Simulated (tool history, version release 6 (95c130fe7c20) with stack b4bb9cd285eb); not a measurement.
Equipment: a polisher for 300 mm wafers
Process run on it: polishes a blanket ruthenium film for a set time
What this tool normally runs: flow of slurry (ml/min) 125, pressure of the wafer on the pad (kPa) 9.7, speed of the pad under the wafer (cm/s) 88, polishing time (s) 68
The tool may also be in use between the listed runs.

run,hour,flow of slurry (ml/min),pressure of the wafer on the pad (kPa),speed of the pad under the wafer (cm/s),polishing time (s),wafers since the last listed run,wafers polished on this pad,hours since the slurry nozzle was cleaned,hours since the head pressure was calibrated,"incoming thickness of the incoming film, nm",film removed (angstrom)
1,0,125,9.7,88,68,0,1509,92.1,90.4,453.2,528
2,13.4,125,9.7,88,85,110,1619,105.5,103.8,461,659
# hour 35.4: worn pad replaced by a new one
3,47.4,125,9.7,88,85,246,98,139.5,137.8,450.3,651
4,78.4,125,9.7,88,85,254,353,170.5,168.8,461.1,665
5,90.5,125,12.4,88,68,99,452,182.6,180.9,466.4,681
6,109.4,100,9.7,88,68,155,608,201.5,199.8,457.3,511
7,132.6,90,9.7,88,68,190,798,224.7,223,454,512
8,152.8,90,9.7,88,68,166,964,244.9,243.2,464.7,509
9,182,125,9.7,88,68,240,1205,274.1,272.4,453.1,524
# hour 209.4: worn pad replaced by a new one
10,283.1,125,9.7,88,68,798,606,375.2,373.5,469,518
11,297.5,125,9.7,88,68,118,724,389.6,387.9,461.1,524
12,319.6,125,9.7,88,68,181,906,411.7,410,458,529
13,334.7,125,9.7,88,68,124,1030,426.8,425.1,461.4,519
# hour 356.7: head pressure recalibrated
14,365,155,9.7,88,68,232,1262,457.1,8.3,456.6,548
15,387.6,155,9.7,88,68,185,1448,479.7,30.9,465.4,545
# hour 404.4: worn pad replaced by a new one
16,413.3,155,9.7,88,68,178,73,505.4,56.6,459.8,543
17,440.9,125,9.7,88,68,226,299,533,84.2,457.9,532
18,475.7,90,9.7,88,68,286,586,567.8,119,455.1,488
19,507.1,85,11.7,96,68,258,844,599.2,150.4,466.8,638
20,529.4,145,6.9,64,68,183,1027,621.5,172.7,460.1,302
# hour 547.1: slurry nozzle cleaned
21,551.9,125,9.7,106,74,176,1204,4.8,195.2,462,614
22,577.5,125,9.7,88,68,210,1414,30.4,220.8,460.4,475
23,600.8,125,9.7,88,68,191,1606,53.7,244.1,457.9,490
24,614.4,155,9.7,74,88,111,1718,67.3,257.7,451.9,576
# hour 619.5: worn pad replaced by a new one
25,634.4,125,9.7,88,68,131,122,87.3,277.7,464.9,481
26,665.4,125,9.7,88,68,254,377,118.3,308.7,459,475
# hour 722.5: slurry nozzle cleaned, repeated, since the last time left the tool worse
27,753.3,125,9.7,114,68,714,1092,30.8,396.6,462,654
28,771.8,90,11,70,61,152,1244,49.3,415.1,459,443
# hour 825: worn pad replaced by a new one
# hour 844: head pressure recalibrated
29,879.4,125,6.2,76,68,835,431,156.9,35.4,463.7,308
30,908.1,155,7.6,72,83,235,666,185.6,64.1,460.2,455
31,933.2,140,11.7,70,68,206,873,210.7,89.2,455.4,547
32,955.6,90,9.7,66,61,184,1057,233.1,111.6,455.2,370
33,983.7,125,7.6,76,44,231,1288,261.2,139.7,466.2,241

Table of differences, measured result less the result of that run with no hidden state. Run-to-run variation is the same in both. Gauge scatter possibly is not:
Hidden state at play: removal rate lost through wear of the pad, %; slurry flow missing at the pad, %; deviation of the head's pressure from its setpoint, %.
run,film removed (angstrom)
1,-1
2,-1
3,-1
4,-2
5,-3
6,-3
7,-3
8,-3
9,-4
10,-7
11,-8
12,-9
13,-8
14,-9
15,-10
16,-11
17,-14
18,-18
19,-28
20,-10
21,-63
22,-48
23,-51
24,-51
25,-50
26,-50
27,-1
28,-1
29,-1
30,-2
31,-3
32,-3
33,-2

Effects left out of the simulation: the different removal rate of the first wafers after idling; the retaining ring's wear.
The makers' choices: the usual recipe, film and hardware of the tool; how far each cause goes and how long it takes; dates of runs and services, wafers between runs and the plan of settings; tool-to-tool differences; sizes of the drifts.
